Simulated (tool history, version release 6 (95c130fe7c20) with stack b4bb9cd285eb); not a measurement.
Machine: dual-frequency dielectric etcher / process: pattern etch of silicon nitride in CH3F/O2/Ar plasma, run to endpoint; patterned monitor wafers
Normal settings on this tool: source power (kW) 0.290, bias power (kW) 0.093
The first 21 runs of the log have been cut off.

run,hour,source power (kW),bias power (kW),"incoming incoming film thickness, nm",endpoint time (s)
22,1103.0,0.290,0.093,31.92,48.7
23,1138.0,0.310,0.106,31.88,45.4
# hour 1164.5: source power generator calibrated
24,1165.0,0.270,0.075,31.64,54.9
25,1232.1,0.270,0.074,31.60,55.1
26,1292.5,0.290,0.093,31.92,48.6
27,1329.2,0.290,0.093,31.75,48.4
28,1371.1,0.270,0.093,31.53,49.5
29,1404.5,0.290,0.093,31.61,48.4
# hour 1494.5: wet clean of the chamber
30,1495.0,0.250,0.101,31.64,48.3
31,1521.8,0.290,0.113,31.55,44.2
32,1695.9,0.290,0.093,31.76,48.6
33,1748.0,0.350,0.075,31.60,51.2
34,1786.6,0.270,0.100,31.63,47.7
35,1852.8,0.270,0.088,31.72,51.2
36,1899.8,0.290,0.071,31.50,55.2

3 ways to go on from here, each from the tool as it stands after run 36. What would each give?
A,1900.2,0.220,0.093,31.50,?
B,1900.2,0.260,0.087,31.50,?
C,1900.2,0.290,0.078,31.50,?

run,endpoint time (s)
A,51.8
B,51.4
C,52.7
Take away the tool's hidden state, keep each run's random variation, and the runs would have read:
run,endpoint time (s)
A,51.6
B,51.2
C,52.5
